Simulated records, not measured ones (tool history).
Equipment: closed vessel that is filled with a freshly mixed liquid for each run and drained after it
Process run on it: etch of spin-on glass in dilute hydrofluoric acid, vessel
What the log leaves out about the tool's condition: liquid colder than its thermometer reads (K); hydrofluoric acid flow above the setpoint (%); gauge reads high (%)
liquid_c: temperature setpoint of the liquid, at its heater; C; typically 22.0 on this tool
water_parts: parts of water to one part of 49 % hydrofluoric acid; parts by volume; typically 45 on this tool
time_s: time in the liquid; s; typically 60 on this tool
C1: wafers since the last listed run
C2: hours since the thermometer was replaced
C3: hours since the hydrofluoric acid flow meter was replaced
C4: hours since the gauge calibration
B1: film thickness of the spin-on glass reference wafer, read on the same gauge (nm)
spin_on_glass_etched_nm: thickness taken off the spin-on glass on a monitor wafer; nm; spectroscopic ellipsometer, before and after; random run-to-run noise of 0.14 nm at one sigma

{"run": 1, "hour": 0.0, "liquid_c": 22.0, "water_parts": 45, "time_s": 60, "C1": 0, "C2": 988.2, "C3": 2102.9, "C4": 875.7, "B1": 29.99, "spin_on_glass_etched_nm": 29.62}
{"run": 2, "hour": 17.3, "liquid_c": 22.0, "water_parts": 45, "time_s": 60, "C1": 2008, "C2": 1005.5, "C3": 2120.2, "C4": 893.0, "B1": 30.01, "spin_on_glass_etched_nm": 29.54}
{"run": 3, "hour": 39.8, "liquid_c": 22.0, "water_parts": 45, "time_s": 60, "C1": 2612, "C2": 1028.0, "C3": 2142.7, "C4": 915.5, "B1": 30.02, "spin_on_glass_etched_nm": 29.23}
{"run": 4, "hour": 72.3, "liquid_c": 22.0, "water_parts": 45, "time_s": 60, "C1": 3774, "C2": 1060.5, "C3": 2175.2, "C4": 948.0, "B1": 29.99, "spin_on_glass_etched_nm": 29.43}
{"run": 5, "hour": 85.0, "liquid_c": 22.0, "water_parts": 45, "time_s": 60, "C1": 1474, "C2": 1073.2, "C3": 2187.9, "C4": 960.7, "B1": 30.0, "spin_on_glass_etched_nm": 29.53}
{"run": 6, "hour": 101.7, "liquid_c": 22.0, "water_parts": 45, "time_s": 60, "C1": 1939, "C2": 1089.9, "C3": 2204.6, "C4": 977.4, "B1": 29.98, "spin_on_glass_etched_nm": 29.53}
{"run": 7, "hour": 124.0, "liquid_c": 22.0, "water_parts": 45, "time_s": 60, "C1": 2589, "C2": 1112.2, "C3": 2226.9, "C4": 999.7, "B1": 30.01, "spin_on_glass_etched_nm": 29.3}
{"run": 8, "hour": 149.2, "liquid_c": 19.0, "water_parts": 45, "time_s": 60, "C1": 2926, "C2": 1137.4, "C3": 2252.1, "C4": 1024.9, "B1": 30.01, "spin_on_glass_etched_nm": 25.97}
{"run": 9, "hour": 167.0, "liquid_c": 19.0, "water_parts": 45, "time_s": 60, "C1": 2067, "C2": 1155.2, "C3": 2269.9, "C4": 1042.7, "B1": 30.0, "spin_on_glass_etched_nm": 26.06}
{"run": 10, "hour": 185.5, "liquid_c": 22.0, "water_parts": 45, "time_s": 60, "C1": 2148, "C2": 1173.7, "C3": 2288.4, "C4": 1061.2, "B1": 29.96, "spin_on_glass_etched_nm": 29.51}
{"hour": 203.7, "done": "hydrofluoric acid flow meter replaced"}
{"run": 11, "hour": 262.5, "liquid_c": 22.0, "water_parts": 45, "time_s": 60, "C1": 8825, "C2": 1250.7, "C3": 58.8, "C4": 1138.2, "B1": 29.99, "spin_on_glass_etched_nm": 29.23}
{"run": 12, "hour": 292.1, "liquid_c": 22.0, "water_parts": 45, "time_s": 60, "C1": 3437, "C2": 1280.3, "C3": 88.4, "C4": 1167.8, "B1": 29.98, "spin_on_glass_etched_nm": 29.3}
{"run": 13, "hour": 306.1, "liquid_c": 22.0, "water_parts": 60, "time_s": 40, "C1": 1625, "C2": 1294.3, "C3": 102.4, "C4": 1181.8, "B1": 30.01, "spin_on_glass_etched_nm": 14.47}
{"run": 14, "hour": 332.0, "liquid_c": 20.5, "water_parts": 45, "time_s": 35, "C1": 3007, "C2": 1320.2, "C3": 128.3, "C4": 1207.7, "B1": 30.0, "spin_on_glass_etched_nm": 16.09}
{"run": 15, "hour": 364.6, "liquid_c": 22.0, "water_parts": 60, "time_s": 60, "C1": 3785, "C2": 1352.8, "C3": 160.9, "C4": 1240.3, "B1": 29.98, "spin_on_glass_etched_nm": 21.62}
{"run": 16, "hour": 380.9, "liquid_c": 22.0, "water_parts": 45, "time_s": 60, "C1": 1892, "C2": 1369.1, "C3": 177.2, "C4": 1256.6, "B1": 29.99, "spin_on_glass_etched_nm": 29.64}
{"run": 17, "hour": 400.6, "liquid_c": 27.0, "water_parts": 45, "time_s": 80, "C1": 2287, "C2": 1388.8, "C3": 196.9, "C4": 1276.3, "B1": 30.0, "spin_on_glass_etched_nm": 48.02}
{"run": 18, "hour": 424.2, "liquid_c": 22.0, "water_parts": 45, "time_s": 60, "C1": 2740, "C2": 1412.4, "C3": 220.5, "C4": 1299.9, "B1": 30.0, "spin_on_glass_etched_nm": 29.51}
{"run": 19, "hour": 448.1, "liquid_c": 19.0, "water_parts": 25, "time_s": 35, "C1": 2775, "C2": 1436.3, "C3": 244.4, "C4": 1323.8, "B1": 30.02, "spin_on_glass_etched_nm": 27.84}
{"run": 20, "hour": 466.9, "liquid_c": 22.0, "water_parts": 65, "time_s": 60, "C1": 2183, "C2": 1455.1, "C3": 263.2, "C4": 1342.6, "B1": 29.99, "spin_on_glass_etched_nm": 19.85}
{"run": 21, "hour": 488.9, "liquid_c": 19.5, "water_parts": 45, "time_s": 30, "C1": 2554, "C2": 1477.1, "C3": 285.2, "C4": 1364.6, "B1": 29.98, "spin_on_glass_etched_nm": 13.28}
{"hour": 507.4, "done": "gauge calibrated"}
{"hour": 514.8, "done": "thermometer replaced"}
{"run": 22, "hour": 521.9, "liquid_c": 22.0, "water_parts": 45, "time_s": 60, "C1": 3716, "C2": 7.1, "C3": 318.2, "C4": 14.5, "B1": 30.01, "spin_on_glass_etched_nm": 29.48}
{"run": 23, "hour": 542.2, "liquid_c": 25.0, "water_parts": 35, "time_s": 30, "C1": 2357, "C2": 27.4, "C3": 338.5, "C4": 34.8, "B1": 29.98, "spin_on_glass_etched_nm": 21.87}
{"run": 24, "hour": 573.7, "liquid_c": 20.0, "water_parts": 60, "time_s": 45, "C1": 3657, "C2": 58.9, "C3": 370.0, "C4": 66.3, "B1": 29.99, "spin_on_glass_etched_nm": 14.98}
{"run": 25, "hour": 594.2, "liquid_c": 22.0, "water_parts": 45, "time_s": 50, "C1": 2380, "C2": 79.4, "C3": 390.5, "C4": 86.8, "B1": 29.99, "spin_on_glass_etched_nm": 24.4}
{"run": 26, "hour": 650.2, "liquid_c": 22.0, "water_parts": 55, "time_s": 50, "C1": 6503, "C2": 135.4, "C3": 446.5, "C4": 142.8, "B1": 30.01, "spin_on_glass_etched_nm": 19.92}
{"run": 27, "hour": 664.6, "liquid_c": 22.0, "water_parts": 45, "time_s": 60, "C1": 1672, "C2": 149.8, "C3": 460.9, "C4": 157.2, "B1": 30.01, "spin_on_glass_etched_nm": 29.39}
{"run": 28, "hour": 691.1, "liquid_c": 22.0, "water_parts": 45, "time_s": 60, "C1": 3077, "C2": 176.3, "C3": 487.4, "C4": 183.7, "B1": 30.03, "spin_on_glass_etched_nm": 29.61}
{"run": 29, "hour": 717.0, "liquid_c": 17.5, "water_parts": 30, "time_s": 50, "C1": 3007, "C2": 202.2, "C3": 513.3, "C4": 209.6, "B1": 30.03, "spin_on_glass_etched_nm": 30.87}
{"run": 30, "hour": 737.9, "liquid_c": 22.0, "water_parts": 45, "time_s": 45, "C1": 2427, "C2": 223.1, "C3": 534.2, "C4": 230.5, "B1": 30.0, "spin_on_glass_etched_nm": 22.17}
{"run": 31, "hour": 761.1, "liquid_c": 18.0, "water_parts": 30, "time_s": 80, "C1": 2694, "C2": 246.3, "C3": 557.4, "C4": 253.7, "B1": 30.03, "spin_on_glass_etched_nm": 51.07}
{"run": 32, "hour": 776.8, "liquid_c": 19.0, "water_parts": 30, "time_s": 80, "C1": 1823, "C2": 262.0, "C3": 573.1, "C4": 269.4, "B1": 30.0, "spin_on_glass_etched_nm": 52.66}
{"run": 33, "hour": 824.6, "liquid_c": 22.0, "water_parts": 45, "time_s": 60, "C1": 5550, "C2": 309.8, "C3": 620.9, "C4": 317.2, "B1": 30.01, "spin_on_glass_etched_nm": 29.34}
{"run": 34, "hour": 846.4, "liquid_c": 22.0, "water_parts": 35, "time_s": 60, "C1": 2531, "C2": 331.6, "C3": 642.7, "C4": 339.0, "B1": 29.97, "spin_on_glass_etched_nm": 38.31}

Alternative continuations, all from the tool just after run 34; predict every row:
{"run": "A", "hour": 847.1, "liquid_c": 22.0, "water_parts": 45, "time_s": 60, "C1": 81, "C2": 332.3, "C3": 643.4, "C4": 339.7, "B1": "?", "spin_on_glass_etched_nm": "?"}
{"run": "B", "hour": 847.1, "liquid_c": 20.0, "water_parts": 50, "time_s": 85, "C1": 81, "C2": 332.3, "C3": 643.4, "C4": 339.7, "B1": "?", "spin_on_glass_etched_nm": "?"}
{"run": "C", "hour": 847.1, "liquid_c": 26.5, "water_parts": 35, "time_s": 60, "C1": 81, "C2": 332.3, "C3": 643.4, "C4": 339.7, "B1": "?", "spin_on_glass_etched_nm": "?"}
{"run": "D", "hour": 847.1, "liquid_c": 17.5, "water_parts": 45, "time_s": 60, "C1": 81, "C2": 332.3, "C3": 643.4, "C4": 339.7, "B1": "?", "spin_on_glass_etched_nm": "?"}

run=A B1=30.02 spin_on_glass_etched_nm=29.52
run=B B1=30.02 spin_on_glass_etched_nm=34.38
run=C B1=30.02 spin_on_glass_etched_nm=46.35
run=D B1=30.02 spin_on_glass_etched_nm=24.36
Without the tool's unlogged condition, the same runs would have read:
run=A spin_on_glass_etched_nm=29.52
run=B spin_on_glass_etched_nm=34.38
run=C spin_on_glass_etched_nm=46.35
run=D spin_on_glass_etched_nm=24.36
